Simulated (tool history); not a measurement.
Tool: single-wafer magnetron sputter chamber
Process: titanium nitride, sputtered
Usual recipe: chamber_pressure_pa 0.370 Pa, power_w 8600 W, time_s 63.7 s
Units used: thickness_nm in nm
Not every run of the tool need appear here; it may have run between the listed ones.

| run | hour | chamber_pressure_pa | power_w | time_s | read-back reference wafer on the same gauge, thickness_nm | thickness_nm |
|---|---|---|---|---|---|---|
| 1 | 0.0 | 0.370 | 8600 | 63.7 | 86.454 | 83.840 |
| 2 | 8.5 | 0.370 | 8600 | 63.7 | 86.371 | 83.173 |
| 3 | 19.9 | 0.370 | 7600 | 57.6 | 86.378 | 67.246 |
| 4 | 32.1 | 0.294 | 9450 | 63.7 | 86.462 | 96.217 |
| 5 | 44.1 | 0.370 | 8600 | 63.7 | 86.368 | 83.127 |
|  | 55.4 | gauge calibrated |
|  | 57.5 | magnet pack replaced, of another model than before |
| 6 | 58.0 | 0.370 | 8600 | 63.7 | 86.375 | 84.026 |
| 7 | 66.0 | 0.370 | 8600 | 63.7 | 86.386 | 83.745 |
|  | 88.8 | capacitance manometer re-zeroed and calibrated |
| 8 | 89.3 | 0.370 | 8600 | 69.7 | 86.382 | 91.247 |
| 9 | 93.9 | 0.294 | 7600 | 63.7 | 86.457 | 75.856 |
| 10 | 105.7 | 0.370 | 9350 | 63.7 | 86.430 | 90.462 |
|  | 117.6 | sputter target and shields replaced |
| 11 | 118.1 | 0.370 | 8600 | 63.7 | 86.318 | 96.326 |
| 12 | 128.7 | 0.459 | 7150 | 68.8 | 86.423 | 83.418 |
| 13 | 136.3 | 0.487 | 7950 | 63.7 | 86.395 | 84.962 |
| 14 | 149.5 | 0.303 | 8600 | 71.5 | 86.461 | 108.281 |
| 15 | 162.7 | 0.249 | 8600 | 63.7 | 86.441 | 98.707 |
|  | 168.7 | gauge calibrated |
| 16 | 180.3 | 0.294 | 9450 | 63.7 | 86.420 | 104.579 |

List, for all runs, the conditions of the tool that the log does not record:
true argon pressure above the setpoint (%): 0 across all the runs
gauge reads high (%): 0 across all the runs
H1: deposition rate above that of a new target (%)
| run | H1 |
|---|---|
| 1 | -13.5 |
| 2 | -13.6 |
| 3 | -13.6 |
| 4 | -13.7 |
| 5 | -13.7 |
| 6 | -13.8 |
| 7 | -13.8 |
| 8 | -13.9 |
| 9 | -13.9 |
| 10 | -13.9 |
| 11 | -0.151 |
| 12 | -0.88 |
| 13 | -1.38 |
| 14 | -2.19 |
| 15 | -2.95 |
| 16 | -3.87 |

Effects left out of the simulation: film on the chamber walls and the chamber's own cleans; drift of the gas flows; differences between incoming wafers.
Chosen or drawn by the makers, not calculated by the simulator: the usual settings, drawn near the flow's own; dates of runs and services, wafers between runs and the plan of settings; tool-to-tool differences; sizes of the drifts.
